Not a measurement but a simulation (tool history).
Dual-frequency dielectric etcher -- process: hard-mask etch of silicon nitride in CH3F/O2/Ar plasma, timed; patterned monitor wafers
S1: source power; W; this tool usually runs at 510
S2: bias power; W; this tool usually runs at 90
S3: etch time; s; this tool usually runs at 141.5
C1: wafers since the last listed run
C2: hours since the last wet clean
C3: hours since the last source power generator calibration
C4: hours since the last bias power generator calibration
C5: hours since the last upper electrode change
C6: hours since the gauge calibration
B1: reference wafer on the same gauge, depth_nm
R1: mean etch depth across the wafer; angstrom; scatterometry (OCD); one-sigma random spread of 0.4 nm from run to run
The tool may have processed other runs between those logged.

Run 1, day 0.000: usual settings; C1 0; C2 48.1; C3 721.5; C4 2918.5; C5 1743.6; C6 2109.5; B1 112.8. Result: R1 1171 angstrom.
Run 2, day 3.225: usual settings; C1 377; C2 125.5; C3 798.9; C4 2995.9; C5 1821.0; C6 2186.9; B1 113.1. Result: R1 1172 angstrom.
Run 3, day 14.862: usual settings; C1 1360; C2 404.8; C3 1078.2; C4 3275.2; C5 2100.3; C6 2466.2; B1 113.0. Result: R1 1174 angstrom.
Run 4, day 16.812: usual settings but S1 480 W; C1 228; C2 451.6; C3 1125.0; C4 3322.0; C5 2147.1; C6 2513.0; B1 113.0. Result: R1 1151 angstrom.
Run 5, day 18.746: usual settings but S1 480 W; C1 226; C2 498.0; C3 1171.4; C4 3368.4; C5 2193.5; C6 2559.4; B1 113.0. Result: R1 1151 angstrom.
Run 6, day 20.733: usual settings but S1 480 W; C1 232; C2 545.7; C3 1219.1; C4 3416.1; C5 2241.2; C6 2607.1; B1 113.0. Result: R1 1160 angstrom.
At day 23.212: wet clean of the chamber.
Run 7, day 23.667: usual settings; C1 226; C2 10.9; C3 1289.5; C4 3486.5; C5 2311.6; C6 2677.5; B1 113.1. Result: R1 1173 angstrom.
Run 8, day 25.821: usual settings; C1 251; C2 62.6; C3 1341.2; C4 3538.2; C5 2363.3; C6 2729.2; B1 113.1. Result: R1 1188 angstrom.
Run 9, day 28.829: usual settings; C1 351; C2 134.8; C3 1413.4; C4 3610.4; C5 2435.5; C6 2801.4; B1 113.0. Result: R1 1186 angstrom.
Run 10, day 31.633: usual settings; C1 327; C2 202.1; C3 1480.7; C4 3677.7; C5 2502.8; C6 2868.7; B1 113.0. Result: R1 1176 angstrom.
Run 11, day 34.592: usual settings but S2 75 W, S3 114.5 s; C1 345; C2 273.1; C3 1551.7; C4 3748.7; C5 2573.8; C6 2939.7; B1 113.0. Result: R1 878 angstrom.
Run 12, day 36.750: usual settings but S3 172.5 s; C1 252; C2 324.9; C3 1603.5; C4 3800.5; C5 2625.6; C6 2991.5; B1 112.9. Result: R1 1449 angstrom.
Run 13, day 40.288: usual settings but S1 470 W; C1 413; C2 409.8; C3 1688.4; C4 3885.4; C5 2710.5; C6 3076.4; B1 113.1. Result: R1 1155 angstrom.
At day 43.654: wet clean of the chamber.
Run 14, day 44.625: usual settings but S1 380 W, S2 106 W, S3 107.0 s; C1 390; C2 23.3; C3 1792.5; C4 3989.5; C5 2814.6; C6 3180.5; B1 113.0. Result: R1 889 angstrom.
Run 15, day 47.612: usual settings; C1 349; C2 95.0; C3 1864.2; C4 4061.2; C5 2886.3; C6 3252.2; B1 113.0. Result: R1 1193 angstrom.
At day 47.908: source power generator calibrated.
At day 49.442: gauge calibrated.
Run 16, day 50.096: usual settings but S1 480 W; C1 270; C2 154.6; C3 52.5; C4 4120.8; C5 2945.9; C6 15.7; B1 113.0. Result: R1 1169 angstrom.
Run 17, day 54.221: usual settings; C1 482; C2 253.6; C3 151.5; C4 4219.8; C5 3044.9; C6 114.7; B1 113.0. Result: R1 1191 angstrom.
At day 55.708: upper electrode replaced.
Run 18, day 56.375: usual settings but S2 100 W; C1 134; C2 305.3; C3 203.2; C4 4271.5; C5 16.0; C6 166.4; B1 112.9. Result: R1 1245 angstrom.
Run 19, day 58.958: usual settings but S1 470 W, S2 97 W, S3 124.5 s; C1 302; C2 367.3; C3 265.2; C4 4333.5; C5 78.0; C6 228.4; B1 112.8. Result: R1 1056 angstrom.
At day 59.400: bias power generator calibrated.
Run 20, day 60.667: usual settings but S1 470 W, S2 77 W; C1 180; C2 408.3; C3 306.2; C4 30.4; C5 119.0; C6 269.4; B1 113.0. Result: R1 1056 angstrom.
Run 21, day 62.350: usual settings; C1 196; C2 448.7; C3 346.6; C4 70.8; C5 159.4; C6 309.8; B1 113.0. Result: R1 1161 angstrom.
At day 64.038: wet clean of the chamber.
Run 22, day 65.667: usual settings; C1 270; C2 39.1; C3 426.2; C4 150.4; C5 239.0; C6 389.4; B1 113.1. Result: R1 1165 angstrom.
Run 23, day 68.942: usual settings but S1 400 W, S2 106 W, S3 162.5 s; C1 382; C2 117.7; C3 504.8; C4 229.0; C5 317.6; C6 468.0; B1 113.0. Result: R1 1341 angstrom.
Run 24, day 71.417: usual settings but S1 600 W, S2 76 W, S3 108.0 s; C1 289; C2 177.1; C3 564.2; C4 288.4; C5 377.0; C6 527.4; B1 113.0. Result: R1 865 angstrom.
Run 25, day 74.917: usual settings but S1 540 W, S2 73 W, S3 113.5 s; C1 409; C2 261.1; C3 648.2; C4 372.4; C5 461.0; C6 611.4; B1 113.1. Result: R1 867 angstrom.
Run 26, day 78.492: usual settings; C1 418; C2 346.9; C3 734.0; C4 458.2; C5 546.8; C6 697.2; B1 113.0. Result: R1 1162 angstrom.
Run 27, day 82.229: usual settings but S1 450 W, S2 96 W, S3 106.5 s; C1 437; C2 436.6; C3 823.7; C4 547.9; C5 636.5; C6 786.9; B1 113.1. Result: R1 862 angstrom.
At day 84.421: wet clean of the chamber.
Run 28, day 84.592: usual settings but S1 420 W; C1 159; C2 4.1; C3 880.4; C4 604.6; C5 693.2; C6 843.6; B1 113.0. Result: R1 1085 angstrom.
Run 29, day 87.592: usual settings but S1 550 W, S3 112.0 s; C1 350; C2 76.1; C3 952.4; C4 676.6; C5 765.2; C6 915.6; B1 113.1. Result: R1 941 angstrom.

Alternative continuations, all from the tool just after run 29; predict every row:
Run A, day 87.612: usual settings but S2 82 W; C1 2; C2 76.6; C3 952.9; C4 677.1; C5 765.7; C6 916.1; B1 ?. Result: R1 ?.
Run B, day 87.612: usual settings but S2 104 W, S3 166.0 s; C1 2; C2 76.6; C3 952.9; C4 677.1; C5 765.7; C6 916.1; B1 ?. Result: R1 ?.
Run C, day 87.612: usual settings but S1 400 W, S2 74 W, S3 183.0 s; C1 2; C2 76.6; C3 952.9; C4 677.1; C5 765.7; C6 916.1; B1 ?. Result: R1 ?.
Run D, day 87.612: usual settings but S1 630 W, S2 76 W, S3 127.5 s; C1 2; C2 76.6; C3 952.9; C4 677.1; C5 765.7; C6 916.1; B1 ?. Result: R1 ?.

run     B1    R1
  A  112.9  1118
  B  112.9  1460
  C  112.9  1280
  D  112.9  1042
Stripped of hidden state, with their random variation kept, the same runs would have yielded:
run    R1
  A  1120
  B  1463
  C  1282
  D  1044
